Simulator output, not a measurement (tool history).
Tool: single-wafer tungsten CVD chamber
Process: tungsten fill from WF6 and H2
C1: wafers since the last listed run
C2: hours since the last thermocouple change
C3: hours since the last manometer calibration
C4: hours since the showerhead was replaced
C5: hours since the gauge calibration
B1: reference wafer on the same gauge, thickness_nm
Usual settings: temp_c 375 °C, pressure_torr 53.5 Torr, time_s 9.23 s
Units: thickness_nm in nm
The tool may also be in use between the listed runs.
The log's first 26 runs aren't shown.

run 27 hour=2097.0 | temp_c=370 pressure_torr=41.4 time_s=7.74 | C1=3719 C2=643.8 C3=116.0 C4=1187.8 C5=333.1 | B1=18.358 | thickness_nm=13.506
run 28 hour=2168.1 | temp_c=387 pressure_torr=53.5 time_s=8.60 | C1=2504 C2=714.9 C3=187.1 C4=1258.9 C5=404.2 | B1=18.377 | thickness_nm=25.150
run 29 hour=2225.8 | temp_c=366 pressure_torr=53.5 time_s=9.23 | C1=2032 C2=772.6 C3=244.8 C4=1316.6 C5=461.9 | B1=18.415 | thickness_nm=16.610
run 30 hour=2309.8 | temp_c=367 pressure_torr=53.5 time_s=9.23 | C1=2958 C2=856.6 C3=328.8 C4=1400.6 C5=545.9 | B1=18.463 | thickness_nm=16.992
run 31 hour=2384.5 | temp_c=382 pressure_torr=53.5 time_s=10.69 | C1=2630 C2=931.3 C3=403.5 C4=1475.3 C5=620.6 | B1=18.476 | thickness_nm=28.198
run 32 hour=2566.5 | temp_c=389 pressure_torr=41.2 time_s=10.89 | C1=6410 C2=1113.3 C3=585.5 C4=1657.3 C5=802.6 | B1=18.536 | thickness_nm=29.754
-- hour=2590.9 thermocouple changed; heater temperature recalibrated
run 33 hour=2673.0 | temp_c=386 pressure_torr=62.3 time_s=10.22 | C1=3469 C2=82.1 C3=692.0 C4=1763.8 C5=909.1 | B1=18.566 | thickness_nm=31.856
run 34 hour=2771.6 | temp_c=375 pressure_torr=53.5 time_s=9.74 | C1=3472 C2=180.7 C3=790.6 C4=1862.4 C5=1007.7 | B1=18.586 | thickness_nm=21.928
run 35 hour=2819.9 | temp_c=375 pressure_torr=53.5 time_s=9.23 | C1=1701 C2=229.0 C3=838.9 C4=1910.7 C5=1056.0 | B1=18.604 | thickness_nm=20.809

Forecast each of these 3 alternatives for the next run:
run A hour=2820.3 | temp_c=381 pressure_torr=53.5 time_s=9.23 | C1=14 C2=229.4 C3=839.3 C4=1911.1 C5=1056.4 | B1=? | thickness_nm=?
run B hour=2820.3 | temp_c=375 pressure_torr=44.4 time_s=9.23 | C1=14 C2=229.4 C3=839.3 C4=1911.1 C5=1056.4 | B1=? | thickness_nm=?
run C hour=2820.3 | temp_c=363 pressure_torr=53.5 time_s=9.23 | C1=14 C2=229.4 C3=839.3 C4=1911.1 C5=1056.4 | B1=? | thickness_nm=?

run=A B1=18.596 thickness_nm=23.835
run=B B1=18.596 thickness_nm=18.972
run=C B1=18.596 thickness_nm=15.478
Without the tool's hidden state the same runs would have given:
run=A thickness_nm=23.325
run=B thickness_nm=18.566
run=C thickness_nm=15.147

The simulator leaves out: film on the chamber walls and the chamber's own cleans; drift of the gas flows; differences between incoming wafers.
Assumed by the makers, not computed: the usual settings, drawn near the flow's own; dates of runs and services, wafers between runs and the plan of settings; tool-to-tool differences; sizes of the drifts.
